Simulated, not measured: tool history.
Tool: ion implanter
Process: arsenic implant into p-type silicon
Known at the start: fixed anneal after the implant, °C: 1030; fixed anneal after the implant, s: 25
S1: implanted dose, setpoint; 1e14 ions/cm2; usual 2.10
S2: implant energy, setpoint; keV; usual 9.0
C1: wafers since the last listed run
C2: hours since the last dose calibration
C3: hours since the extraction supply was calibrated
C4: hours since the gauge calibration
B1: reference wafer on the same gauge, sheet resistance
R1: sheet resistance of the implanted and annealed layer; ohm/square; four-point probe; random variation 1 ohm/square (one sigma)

| run | hour | S1 | S2 | C1 | C2 | C3 | C4 | B1 | R1 |
|---|---|---|---|---|---|---|---|---|---|
| 1 | 0.0 | 1.74 | 8.0 | 0 | 717.7 | 2745.5 | 191.7 | 351.18 | 462.04 |
| 2 | 44.1 | 1.74 | 8.0 | 639 | 761.8 | 2789.6 | 235.8 | 350.85 | 464.00 |
| 3 | 103.6 | 1.74 | 8.0 | 862 | 821.3 | 2849.1 | 295.3 | 350.98 | 463.70 |
|  | 116.2 | Faraday cup replaced and dose calibrated |
| 4 | 182.2 | 2.10 | 9.0 | 1023 | 66.0 | 2927.7 | 373.9 | 351.11 | 385.05 |
| 5 | 281.1 | 2.10 | 9.0 | 1433 | 164.9 | 3026.6 | 472.8 | 351.34 | 384.88 |
| 6 | 354.5 | 2.10 | 9.0 | 1063 | 238.3 | 3100.0 | 546.2 | 350.81 | 386.52 |
| 7 | 431.9 | 2.10 | 9.0 | 1121 | 315.7 | 3177.4 | 623.6 | 350.83 | 390.99 |
| 8 | 501.4 | 2.10 | 9.0 | 1007 | 385.2 | 3246.9 | 693.1 | 351.05 | 390.37 |
| 9 | 542.7 | 2.10 | 9.0 | 598 | 426.5 | 3288.2 | 734.4 | 351.14 | 389.63 |
| 10 | 631.7 | 2.10 | 9.0 | 1289 | 515.5 | 3377.2 | 823.4 | 350.64 | 392.09 |
| 11 | 690.2 | 2.10 | 9.0 | 847 | 574.0 | 3435.7 | 881.9 | 351.20 | 393.50 |
|  | 699.7 | gauge calibrated |
| 12 | 745.6 | 2.42 | 9.0 | 802 | 629.4 | 3491.1 | 45.9 | 351.30 | 349.50 |
| 13 | 810.6 | 2.42 | 9.0 | 941 | 694.4 | 3556.1 | 110.9 | 351.06 | 352.04 |
|  | 872.4 | Faraday cup replaced and dose calibrated |
| 14 | 872.9 | 2.65 | 12.0 | 786 | 0.5 | 3618.4 | 173.2 | 350.93 | 311.21 |
| 15 | 927.7 | 2.50 | 11.0 | 794 | 55.3 | 3673.2 | 228.0 | 351.03 | 327.97 |
|  | 985.1 | extraction supply calibrated |
| 16 | 985.6 | 1.90 | 7.0 | 723 | 113.2 | 0.5 | 285.9 | 351.06 | 424.83 |
| 17 | 1064.1 | 1.75 | 7.5 | 1137 | 191.7 | 79.0 | 364.4 | 351.04 | 453.21 |
| 18 | 1116.5 | 2.10 | 7.5 | 759 | 244.1 | 131.4 | 416.8 | 351.05 | 392.02 |
| 19 | 1209.3 | 2.10 | 9.0 | 1344 | 336.9 | 224.2 | 509.6 | 351.26 | 388.53 |
| 20 | 1261.9 | 1.74 | 8.0 | 762 | 389.5 | 276.8 | 562.2 | 351.42 | 455.31 |
| 21 | 1325.3 | 2.10 | 9.0 | 918 | 452.9 | 340.2 | 625.6 | 351.07 | 392.87 |
| 22 | 1377.8 | 2.10 | 9.0 | 760 | 505.4 | 392.7 | 678.1 | 350.98 | 392.46 |
| 23 | 1423.0 | 2.30 | 9.0 | 655 | 550.6 | 437.9 | 723.3 | 351.18 | 366.99 |
| 24 | 1536.9 | 2.40 | 9.0 | 1650 | 664.5 | 551.8 | 837.2 | 351.28 | 355.16 |
| 25 | 1593.8 | 1.70 | 10.0 | 824 | 721.4 | 608.7 | 894.1 | 350.91 | 460.35 |
| 26 | 1630.7 | 2.10 | 11.0 | 534 | 758.3 | 645.6 | 931.0 | 350.73 | 387.65 |
|  | 1650.7 | gauge calibrated |
|  | 1677.9 | Faraday cup replaced and dose calibrated |
| 27 | 1725.1 | 2.10 | 9.0 | 1252 | 47.2 | 740.0 | 74.4 | 350.94 | 381.61 |

How the hidden state differs across the entries between the runs, from the last listed run before each to the first after it:
Between runs 3 and 4: Faraday cup replaced and dose calibrated (hour 116.2)
  deviation of the true dose from the Faraday cup's reading, %: -4.5 -> -0.838
  measured less the result without the state, R1: +16.61 -> +2.56 ohm/square
Between runs 11 and 12: gauge calibrated (hour 699.7)
  deviation of the true dose from the Faraday cup's reading, %: -3.77 -> -3.87
  measured less the result without the state, R1: +11.79 -> +10.79 ohm/square
Between runs 13 and 14: Faraday cup replaced and dose calibrated (hour 872.4)
  deviation of the true dose from the Faraday cup's reading, %: -3.97 -> -0.0552
  measured less the result without the state, R1: +11.15 -> +0.13 ohm/square
Between runs 15 and 16: extraction supply calibrated (hour 985.1)
  deviation of the true dose from the Faraday cup's reading, %: -0.828 -> -1.5
  measured less the result without the state, R1: +2.13 -> +5.12 ohm/square
Between runs 26 and 27: gauge calibrated (hour 1650.7); Faraday cup replaced and dose calibrated (hour 1677.9)
  deviation of the true dose from the Faraday cup's reading, %: -4.17 -> -0.859
  measured less the result without the state, R1: +12.73 -> +2.61 ohm/square
